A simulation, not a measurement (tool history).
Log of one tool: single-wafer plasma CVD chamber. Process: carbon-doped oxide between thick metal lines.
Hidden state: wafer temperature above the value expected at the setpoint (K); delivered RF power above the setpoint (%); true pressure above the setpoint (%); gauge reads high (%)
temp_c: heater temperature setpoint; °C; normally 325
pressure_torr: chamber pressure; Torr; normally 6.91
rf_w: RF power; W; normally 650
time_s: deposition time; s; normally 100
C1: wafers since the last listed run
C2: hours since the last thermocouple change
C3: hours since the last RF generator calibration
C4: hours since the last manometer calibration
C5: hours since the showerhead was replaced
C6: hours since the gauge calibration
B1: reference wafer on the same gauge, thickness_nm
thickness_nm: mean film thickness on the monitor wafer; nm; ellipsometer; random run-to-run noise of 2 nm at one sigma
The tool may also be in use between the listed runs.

Run 1, hour 0.0: usual settings; C1 0; C2 183.2; C3 373.5; C4 1041.7; C5 3746.1; C6 414.5; B1 767.924. Result: thickness_nm 696.698 nm.
At hour 33.2: capacitance manometer re-zeroed and calibrated.
Run 2, hour 42.5: usual settings but rf_w 615 W; C1 636; C2 225.7; C3 416.0; C4 9.3; C5 3788.6; C6 457.0; B1 768.102. Result: thickness_nm 660.921 nm.
Run 3, hour 130.0: usual settings but rf_w 615 W; C1 1615; C2 313.2; C3 503.5; C4 96.8; C5 3876.1; C6 544.5; B1 767.690. Result: thickness_nm 662.491 nm.
Run 4, hour 180.5: usual settings but rf_w 615 W; C1 932; C2 363.7; C3 554.0; C4 147.3; C5 3926.6; C6 595.0; B1 767.719. Result: thickness_nm 658.689 nm.
Run 5, hour 221.6: usual settings but temp_c 335 °C; C1 758; C2 404.8; C3 595.1; C4 188.4; C5 3967.7; C6 636.1; B1 767.767. Result: thickness_nm 669.134 nm.
At hour 246.6: showerhead replaced.
Run 6, hour 306.7: usual settings but temp_c 335 °C; C1 1423; C2 489.9; C3 680.2; C4 273.5; C5 60.1; C6 721.2; B1 768.208. Result: thickness_nm 667.802 nm.
Run 7, hour 410.7: usual settings but temp_c 332 °C, pressure_torr 8.10 Torr, rf_w 735 W, time_s 81 s; C1 1919; C2 593.9; C3 784.2; C4 377.5; C5 164.1; C6 825.2; B1 767.845. Result: thickness_nm 609.679 nm.
Run 8, hour 457.9: usual settings but rf_w 775 W; C1 871; C2 641.1; C3 831.4; C4 424.7; C5 211.3; C6 872.4; B1 767.726. Result: thickness_nm 792.737 nm.
Run 9, hour 501.0: usual settings; C1 795; C2 684.2; C3 874.5; C4 467.8; C5 254.4; C6 915.5; B1 768.155. Result: thickness_nm 693.057 nm.
Run 10, hour 560.1: usual settings but temp_c 321 °C, time_s 84 s; C1 1090; C2 743.3; C3 933.6; C4 526.9; C5 313.5; C6 974.6; B1 768.321. Result: thickness_nm 592.701 nm.
Run 11, hour 649.9: usual settings but pressure_torr 7.40 Torr; C1 1657; C2 833.1; C3 1023.4; C4 616.7; C5 403.3; C6 1064.4; B1 768.116. Result: thickness_nm 697.037 nm.
Run 12, hour 729.9: usual settings but temp_c 332 °C, time_s 114 s; C1 1476; C2 913.1; C3 1103.4; C4 696.7; C5 483.3; C6 1144.4; B1 767.828. Result: thickness_nm 773.604 nm.
Run 13, hour 771.9: usual settings but temp_c 313 °C, pressure_torr 7.37 Torr, rf_w 690 W, time_s 108 s; C1 775; C2 955.1; C3 1145.4; C4 738.7; C5 525.3; C6 1186.4; B1 767.820. Result: thickness_nm 829.010 nm.
Run 14, hour 872.8: usual settings but temp_c 319 °C, pressure_torr 8.57 Torr, time_s 91 s; C1 1862; C2 1056.0; C3 1246.3; C4 839.6; C5 626.2; C6 1287.3; B1 767.763. Result: thickness_nm 657.448 nm.
Run 15, hour 961.2: usual settings; C1 1631; C2 1144.4; C3 1334.7; C4 928.0; C5 714.6; C6 1375.7; B1 767.801. Result: thickness_nm 692.352 nm.
Run 16, hour 1016.2: usual settings but pressure_torr 7.41 Torr, rf_w 595 W, time_s 114 s; C1 1015; C2 1199.4; C3 1389.7; C4 983.0; C5 769.6; C6 1430.7; B1 768.350. Result: thickness_nm 740.141 nm.
Run 17, hour 1110.6: usual settings but rf_w 615 W; C1 1742; C2 1293.8; C3 1484.1; C4 1077.4; C5 864.0; C6 1525.1; B1 768.164. Result: thickness_nm 664.619 nm.
At hour 1134.6: capacitance manometer re-zeroed and calibrated.
Run 18, hour 1171.9: usual settings but temp_c 321 °C, time_s 84 s; C1 983; C2 1355.1; C3 1545.4; C4 37.3; C5 925.3; C6 1586.4; B1 767.583. Result: thickness_nm 592.721 nm.
Run 19, hour 1234.6: usual settings but pressure_torr 7.89 Torr; C1 1157; C2 1417.8; C3 1608.1; C4 100.0; C5 988.0; C6 1649.1; B1 768.399. Result: thickness_nm 699.474 nm.
Run 20, hour 1310.9: usual settings but temp_c 340 °C, pressure_torr 7.87 Torr, rf_w 580 W, time_s 107 s; C1 1408; C2 1494.1; C3 1684.4; C4 176.3; C5 1064.3; C6 1725.4; B1 768.264. Result: thickness_nm 650.904 nm.
Run 21, hour 1367.4: usual settings but temp_c 321 °C, time_s 84 s; C1 1042; C2 1550.6; C3 1740.9; C4 232.8; C5 1120.8; C6 1781.9; B1 768.334. Result: thickness_nm 597.169 nm.
Run 22, hour 1407.7: usual settings; C1 743; C2 1590.9; C3 1781.2; C4 273.1; C5 1161.1; C6 1822.2; B1 767.645. Result: thickness_nm 697.317 nm.
Run 23, hour 1487.7: usual settings but pressure_torr 5.67 Torr, rf_w 605 W; C1 1476; C2 1670.9; C3 1861.2; C4 353.1; C5 1241.1; C6 1902.2; B1 768.107. Result: thickness_nm 649.386 nm.
Run 24, hour 1585.9: usual settings but temp_c 330 °C, pressure_torr 6.08 Torr, rf_w 595 W; C1 1812; C2 1769.1; C3 1959.4; C4 451.3; C5 1339.3; C6 2000.4; B1 767.916. Result: thickness_nm 632.422 nm.
Run 25, hour 1627.7: usual settings but pressure_torr 6.12 Torr, rf_w 605 W, time_s 116 s; C1 771; C2 1810.9; C3 2001.2; C4 493.1; C5 1381.1; C6 2042.2; B1 767.612. Result: thickness_nm 755.825 nm.
Run 26, hour 1665.0: usual settings but rf_w 585 W, time_s 117 s; C1 688; C2 1848.2; C3 2038.5; C4 530.4; C5 1418.4; C6 2079.5; B1 768.255. Result: thickness_nm 745.237 nm.
Run 27, hour 1752.0: usual settings but time_s 107 s; C1 1605; C2 1935.2; C3 2125.5; C4 617.4; C5 1505.4; C6 2166.5; B1 767.993. Result: thickness_nm 747.874 nm.
Run 28, hour 1793.5: usual settings but temp_c 320 °C; C1 766; C2 1976.7; C3 2167.0; C4 658.9; C5 1546.9; C6 2208.0; B1 768.550. Result: thickness_nm 713.340 nm.

Each run again, without the hidden state but with its own random variation kept:
run  thickness_nm
  1       697.367
  2       661.519
  3       662.989
  4       659.112
  5       669.458
  6       667.978
  7       609.640
  8       792.532
  9       692.750
 10       592.270
 11       696.220
 12       772.466
 13       827.222
 14       655.578
 15       690.165
 16       737.495
 17       661.738
 18       589.597
 19       695.682
 20       647.628
 21       592.802
 22       692.364
 23       644.226
 24       626.914
 25       748.631
 26       737.816
 27       739.632
 28       704.130
